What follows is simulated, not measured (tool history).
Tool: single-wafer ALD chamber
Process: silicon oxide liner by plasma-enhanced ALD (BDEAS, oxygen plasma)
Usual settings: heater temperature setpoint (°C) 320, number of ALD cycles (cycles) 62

run,hour,heater temperature setpoint (°C),number of ALD cycles (cycles),"read-back reference wafer on the same gauge, thickness_nm",mean film thickness on the monitor wafer (Å)
1,0,326,62,4.552,55.44
2,75.1,326,62,4.552,55.55
3,115.7,320,62,4.556,56.18
4,191.9,320,62,4.553,56.11
# hour 247: gauge calibrated
5,271.9,320,62,4.507,55.27
6,345.3,320,62,4.515,55.73
7,440.3,320,62,4.528,55.65
8,527.9,320,70,4.537,63.07
9,626.9,320,70,4.547,63.29
10,722.6,320,62,4.55,56.1
11,794.5,320,62,4.553,55.85
12,873.9,320,62,4.553,56.13
13,914,324,72,4.555,65.19
14,987.3,320,62,4.561,56.11
15,1071.1,324,52,4.56,46.94
# hour 1093.6: thermocouple changed; heater temperature recalibrated
16,1156.9,309,68,4.559,62.34
17,1219.4,320,72,4.556,65.14
18,1294.6,320,62,4.564,55.89
# hour 1365.6: gauge calibrated
19,1389,320,62,4.483,55.07
20,1454.7,320,62,4.493,55.14
21,1527,320,62,4.501,55.65
22,1578,307,62,4.507,56.42
23,1625,327,73,4.511,64.97
24,1713.3,330,53,4.517,47.07
25,1780.5,320,73,4.526,65.71

The tool's hidden state at each run:
wafer temperature above the value expected at the setpoint (K): 0 in every run
H1: gauge reads high (%)
run,H1
1,1.34
2,1.37
3,1.39
4,1.41
5,0.328
6,0.591
7,0.857
8,1.04
9,1.2
10,1.32
11,1.38
12,1.44
13,1.47
14,1.5
15,1.54
16,1.57
17,1.58
18,1.6
19,-0.197
20,0.0424
21,0.257
22,0.382
23,0.482
24,0.636
25,0.728
